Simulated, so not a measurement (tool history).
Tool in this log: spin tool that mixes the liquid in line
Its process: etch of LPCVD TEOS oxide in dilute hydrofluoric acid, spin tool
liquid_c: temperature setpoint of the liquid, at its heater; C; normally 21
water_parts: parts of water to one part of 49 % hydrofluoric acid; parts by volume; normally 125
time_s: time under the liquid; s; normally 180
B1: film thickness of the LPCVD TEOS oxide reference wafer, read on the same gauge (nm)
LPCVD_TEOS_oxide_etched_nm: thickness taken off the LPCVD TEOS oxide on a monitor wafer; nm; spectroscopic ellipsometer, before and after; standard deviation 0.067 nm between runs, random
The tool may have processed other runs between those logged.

run 1 day=0 | liquid_c=19.5 water_parts=150 time_s=180 | B1=110 | LPCVD_TEOS_oxide_etched_nm=16.65
run 2 day=1.467 | liquid_c=21 water_parts=85 time_s=180 | B1=109.97 | LPCVD_TEOS_oxide_etched_nm=33.5
run 3 day=3.558 | liquid_c=21 water_parts=85 time_s=180 | B1=110.02 | LPCVD_TEOS_oxide_etched_nm=33.6
run 4 day=5.038 | liquid_c=21 water_parts=85 time_s=180 | B1=110.01 | LPCVD_TEOS_oxide_etched_nm=33.51
run 5 day=6.454 | liquid_c=21 water_parts=125 time_s=180 | B1=110 | LPCVD_TEOS_oxide_etched_nm=21.78
run 6 day=8.308 | liquid_c=21 water_parts=125 time_s=180 | B1=110.04 | LPCVD_TEOS_oxide_etched_nm=21.87
run 7 day=10.812 | liquid_c=21 water_parts=155 time_s=240 | B1=110 | LPCVD_TEOS_oxide_etched_nm=22.59
run 8 day=11.925 | liquid_c=21 water_parts=155 time_s=240 | B1=110.02 | LPCVD_TEOS_oxide_etched_nm=22.64
run 9 day=13.754 | liquid_c=21 water_parts=125 time_s=180 | B1=110 | LPCVD_TEOS_oxide_etched_nm=21.69
run 10 day=17.092 | liquid_c=21 water_parts=125 time_s=180 | B1=110.02 | LPCVD_TEOS_oxide_etched_nm=21.76
run 11 day=19.95 | liquid_c=21 water_parts=125 time_s=180 | B1=109.96 | LPCVD_TEOS_oxide_etched_nm=21.65
-- day=22.212 thermometer replaced
run 12 day=22.767 | liquid_c=21 water_parts=125 time_s=180 | B1=109.99 | LPCVD_TEOS_oxide_etched_nm=21.7
run 13 day=25.125 | liquid_c=21 water_parts=125 time_s=180 | B1=110.02 | LPCVD_TEOS_oxide_etched_nm=21.62
run 14 day=26.504 | liquid_c=21 water_parts=125 time_s=120 | B1=110 | LPCVD_TEOS_oxide_etched_nm=14.47
-- day=27.446 gauge calibrated
run 15 day=27.562 | liquid_c=21 water_parts=125 time_s=120 | B1=109.97 | LPCVD_TEOS_oxide_etched_nm=14.38
run 16 day=29.696 | liquid_c=21 water_parts=145 time_s=180 | B1=109.97 | LPCVD_TEOS_oxide_etched_nm=18.09
run 17 day=31.846 | liquid_c=21 water_parts=125 time_s=240 | B1=110 | LPCVD_TEOS_oxide_etched_nm=28.71
run 18 day=34.358 | liquid_c=21 water_parts=185 time_s=180 | B1=109.98 | LPCVD_TEOS_oxide_etched_nm=13.66
run 19 day=36.5 | liquid_c=18.5 water_parts=125 time_s=180 | B1=110.01 | LPCVD_TEOS_oxide_etched_nm=19.52
run 20 day=38.958 | liquid_c=17 water_parts=175 time_s=180 | B1=110 | LPCVD_TEOS_oxide_etched_nm=12.36
run 21 day=40.229 | liquid_c=21 water_parts=125 time_s=180 | B1=110.01 | LPCVD_TEOS_oxide_etched_nm=21.53
run 22 day=42.638 | liquid_c=21 water_parts=125 time_s=150 | B1=109.99 | LPCVD_TEOS_oxide_etched_nm=17.97
run 23 day=43.888 | liquid_c=21 water_parts=125 time_s=275 | B1=109.99 | LPCVD_TEOS_oxide_etched_nm=32.91
-- day=43.95 hydrofluoric acid flow meter replaced
run 24 day=45.85 | liquid_c=21 water_parts=85 time_s=180 | B1=110 | LPCVD_TEOS_oxide_etched_nm=33.47
run 25 day=47.812 | liquid_c=21 water_parts=125 time_s=180 | B1=110.01 | LPCVD_TEOS_oxide_etched_nm=21.79
run 26 day=50.262 | liquid_c=19.5 water_parts=125 time_s=275 | B1=110.01 | LPCVD_TEOS_oxide_etched_nm=31.44
run 27 day=52.912 | liquid_c=19 water_parts=70 time_s=235 | B1=110.01 | LPCVD_TEOS_oxide_etched_nm=49.81
run 28 day=54.358 | liquid_c=22.5 water_parts=125 time_s=180 | B1=110 | LPCVD_TEOS_oxide_etched_nm=23.11
run 29 day=56.817 | liquid_c=21 water_parts=125 time_s=180 | B1=110.01 | LPCVD_TEOS_oxide_etched_nm=21.69
run 30 day=57.938 | liquid_c=24 water_parts=125 time_s=215 | B1=110.01 | LPCVD_TEOS_oxide_etched_nm=29.27
run 31 day=60.012 | liquid_c=21 water_parts=125 time_s=180 | B1=110.04 | LPCVD_TEOS_oxide_etched_nm=21.78
-- day=60.538 gauge calibrated
run 32 day=62.038 | liquid_c=24.5 water_parts=125 time_s=255 | B1=110 | LPCVD_TEOS_oxide_etched_nm=35.4
run 33 day=64.504 | liquid_c=21 water_parts=125 time_s=80 | B1=110 | LPCVD_TEOS_oxide_etched_nm=9.69

4 ways to go on from here, each from the tool as it stands after run 33. What would each give?
run A day=64.525 | liquid_c=21 water_parts=65 time_s=180 | B1=? | LPCVD_TEOS_oxide_etched_nm=?
run B day=64.525 | liquid_c=23.5 water_parts=125 time_s=255 | B1=? | LPCVD_TEOS_oxide_etched_nm=?
run C day=64.525 | liquid_c=25.5 water_parts=90 time_s=180 | B1=? | LPCVD_TEOS_oxide_etched_nm=?
run D day=64.525 | liquid_c=22.5 water_parts=125 time_s=285 | B1=? | LPCVD_TEOS_oxide_etched_nm=?

run=A B1=110 LPCVD_TEOS_oxide_etched_nm=44.83
run=B B1=110 LPCVD_TEOS_oxide_etched_nm=34.01
run=C B1=110 LPCVD_TEOS_oxide_etched_nm=37.65
run=D B1=110 LPCVD_TEOS_oxide_etched_nm=36.55
Stripped of hidden state, with their random variation kept, the same runs would have yielded:
run=A LPCVD_TEOS_oxide_etched_nm=45.1
run=B LPCVD_TEOS_oxide_etched_nm=34.22
run=C LPCVD_TEOS_oxide_etched_nm=37.89
run=D LPCVD_TEOS_oxide_etched_nm=36.78
